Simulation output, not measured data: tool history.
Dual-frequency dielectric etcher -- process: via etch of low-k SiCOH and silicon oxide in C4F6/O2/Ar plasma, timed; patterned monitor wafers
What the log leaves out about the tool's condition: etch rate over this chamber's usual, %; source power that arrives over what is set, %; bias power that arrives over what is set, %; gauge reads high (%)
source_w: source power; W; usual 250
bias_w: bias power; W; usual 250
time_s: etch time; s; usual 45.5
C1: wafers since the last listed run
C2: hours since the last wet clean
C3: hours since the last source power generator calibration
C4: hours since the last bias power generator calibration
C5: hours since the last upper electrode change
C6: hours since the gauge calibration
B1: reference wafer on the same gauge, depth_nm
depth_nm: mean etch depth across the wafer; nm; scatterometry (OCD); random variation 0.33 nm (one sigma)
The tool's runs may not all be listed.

run 1 hour=0.0 | source_w=250 bias_w=250 time_s=45.5 | C1=0 C2=130.1 C3=4024.3 C4=1660.9 C5=2925.1 C6=869.2 | B1=120.0 | depth_nm=107.4
run 2 hour=42.5 | source_w=250 bias_w=250 time_s=45.5 | C1=368 C2=172.6 C3=4066.8 C4=1703.4 C5=2967.6 C6=911.7 | B1=120.1 | depth_nm=108.1
run 3 hour=130.0 | source_w=250 bias_w=250 time_s=45.5 | C1=758 C2=260.1 C3=4154.3 C4=1790.9 C5=3055.1 C6=999.2 | B1=120.0 | depth_nm=108.6
-- hour=232.2 wet clean of the chamber
run 4 hour=289.6 | source_w=250 bias_w=250 time_s=45.5 | C1=1174 C2=57.4 C3=4313.9 C4=1950.5 C5=3214.7 C6=1158.8 | B1=119.9 | depth_nm=106.5
run 5 hour=358.8 | source_w=250 bias_w=250 time_s=41.5 | C1=599 C2=126.6 C3=4383.1 C4=2019.7 C5=3283.9 C6=1228.0 | B1=120.0 | depth_nm=97.7
run 6 hour=445.8 | source_w=250 bias_w=250 time_s=41.5 | C1=753 C2=213.6 C3=4470.1 C4=2106.7 C5=3370.9 C6=1315.0 | B1=120.0 | depth_nm=99.0
run 7 hour=521.0 | source_w=250 bias_w=250 time_s=45.5 | C1=651 C2=288.8 C3=4545.3 C4=2181.9 C5=3446.1 C6=1390.2 | B1=120.0 | depth_nm=108.8
run 8 hour=565.3 | source_w=250 bias_w=250 time_s=45.5 | C1=383 C2=333.1 C3=4589.6 C4=2226.2 C5=3490.4 C6=1434.5 | B1=120.1 | depth_nm=108.3
-- hour=612.7 wet clean of the chamber
-- hour=614.9 source power generator calibrated
-- hour=667.0 upper electrode replaced
run 9 hour=883.3 | source_w=250 bias_w=250 time_s=45.5 | C1=2319 C2=270.6 C3=268.4 C4=2544.2 C5=216.3 C6=1752.5 | B1=120.0 | depth_nm=108.7
-- hour=978.1 bias power generator calibrated
-- hour=981.0 wet clean of the chamber
run 10 hour=981.5 | source_w=250 bias_w=219 time_s=45.5 | C1=790 C2=0.5 C3=366.6 C4=3.4 C5=314.5 C6=1850.7 | B1=119.9 | depth_nm=101.2
run 11 hour=1072.7 | source_w=250 bias_w=250 time_s=45.5 | C1=790 C2=91.7 C3=457.8 C4=94.6 C5=405.7 C6=1941.9 | B1=120.0 | depth_nm=107.0
run 12 hour=1139.3 | source_w=200 bias_w=250 time_s=45.5 | C1=577 C2=158.3 C3=524.4 C4=161.2 C5=472.3 C6=2008.5 | B1=119.9 | depth_nm=99.8
-- hour=1164.6 gauge calibrated
run 13 hour=1227.0 | source_w=250 bias_w=250 time_s=45.5 | C1=759 C2=246.0 C3=612.1 C4=248.9 C5=560.0 C6=62.4 | B1=120.0 | depth_nm=108.4
run 14 hour=1307.2 | source_w=250 bias_w=250 time_s=45.5 | C1=694 C2=326.2 C3=692.3 C4=329.1 C5=640.2 C6=142.6 | B1=120.0 | depth_nm=109.0
-- hour=1402.0 wet clean of the chamber
run 15 hour=1402.5 | source_w=290 bias_w=300 time_s=38.0 | C1=617 C2=0.5 C3=787.6 C4=424.4 C5=735.5 C6=237.9 | B1=120.0 | depth_nm=98.5
run 16 hour=1578.2 | source_w=250 bias_w=250 time_s=45.5 | C1=1522 C2=176.2 C3=963.3 C4=600.1 C5=911.2 C6=413.6 | B1=120.0 | depth_nm=107.6
run 17 hour=1670.5 | source_w=270 bias_w=233 time_s=38.0 | C1=799 C2=268.5 C3=1055.6 C4=692.4 C5=1003.5 C6=505.9 | B1=119.9 | depth_nm=90.3
run 18 hour=1729.1 | source_w=300 bias_w=311 time_s=35.5 | C1=507 C2=327.1 C3=1114.2 C4=751.0 C5=1062.1 C6=564.5 | B1=120.0 | depth_nm=96.9
-- hour=1772.6 wet clean of the chamber
run 19 hour=1807.3 | source_w=270 bias_w=226 time_s=35.5 | C1=469 C2=34.7 C3=1192.4 C4=829.2 C5=1140.3 C6=642.7 | B1=120.0 | depth_nm=81.6
run 20 hour=1864.6 | source_w=220 bias_w=250 time_s=53.5 | C1=496 C2=92.0 C3=1249.7 C4=886.5 C5=1197.6 C6=700.0 | B1=120.0 | depth_nm=120.5

Below are 4 alternative next runs, each starting from the tool's condition after run 20. Predict each:
run A hour=1865.0 | source_w=250 bias_w=250 time_s=45.5 | C1=3 C2=92.4 C3=1250.1 C4=886.9 C5=1198.0 C6=700.4 | B1=? | depth_nm=?
run B hour=1865.0 | source_w=250 bias_w=300 time_s=38.0 | C1=3 C2=92.4 C3=1250.1 C4=886.9 C5=1198.0 C6=700.4 | B1=? | depth_nm=?
run C hour=1865.0 | source_w=190 bias_w=250 time_s=54.5 | C1=3 C2=92.4 C3=1250.1 C4=886.9 C5=1198.0 C6=700.4 | B1=? | depth_nm=?
run D hour=1865.0 | source_w=250 bias_w=250 time_s=49.5 | C1=3 C2=92.4 C3=1250.1 C4=886.9 C5=1198.0 C6=700.4 | B1=? | depth_nm=?

run=A B1=120.0 depth_nm=106.4
run=B B1=120.0 depth_nm=94.5
run=C B1=120.0 depth_nm=117.3
run=D B1=120.0 depth_nm=115.8
Had the tool no hidden state, the same runs would have come out as:
run=A depth_nm=106.1
run=B depth_nm=94.2
run=C depth_nm=116.9
run=D depth_nm=115.4
